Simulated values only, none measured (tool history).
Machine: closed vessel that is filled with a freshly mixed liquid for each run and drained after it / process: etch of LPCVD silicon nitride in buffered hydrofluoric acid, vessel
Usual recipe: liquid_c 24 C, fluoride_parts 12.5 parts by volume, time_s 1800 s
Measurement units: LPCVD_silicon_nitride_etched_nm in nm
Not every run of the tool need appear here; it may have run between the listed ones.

run	day	liquid_c	fluoride_parts	time_s	wafers since the last listed run	hours since the thermometer was replaced	hours since the hydrofluoric acid flow meter was replaced	hours since the gauge calibration	read-back film thickness of the LPCVD silicon nitride reference wafer, read on the same gauge (nm)	LPCVD_silicon_nitride_etched_nm
1	0.000	24	12.5	1800	0	1241.2	372.3	121.8	120.01	20.15
2	1.471	24	12.5	1800	1936	1276.5	407.6	157.1	119.99	20.04
3	2.538	24	12.5	1800	1404	1302.1	433.2	182.7	120.00	19.93
4	3.450	24	12.5	1800	1201	1324.0	455.1	204.6	119.98	19.93
5	4.133	24	16.0	1800	899	1340.4	471.5	221.0	119.99	15.71
6	4.650	24	16.0	1800	680	1352.8	483.9	233.4	120.03	15.38
7	5.496	24	16.0	1800	1113	1373.1	504.2	253.7	119.98	15.47
# day 6.112: gauge calibrated
8	6.400	24	14.5	2105	1190	1394.8	525.9	6.9	119.99	19.87
9	7.342	24	12.5	1800	1239	1417.4	548.5	29.5	120.00	19.53

What does the tool deliver on the next run?
10	7.979	24	12.5	1800	839	1432.7	563.8	44.8	?	?

{"run 10": {"read-back film thickness of the LPCVD silicon nitride reference wafer, read on the same gauge (nm)": 119.97, "LPCVD_silicon_nitride_etched_nm": 19.6}}
Take away the tool's hidden state, keep the run-to-run variation as it was, and the same run would have given LPCVD_silicon_nitride_etched_nm 22.29 nm.
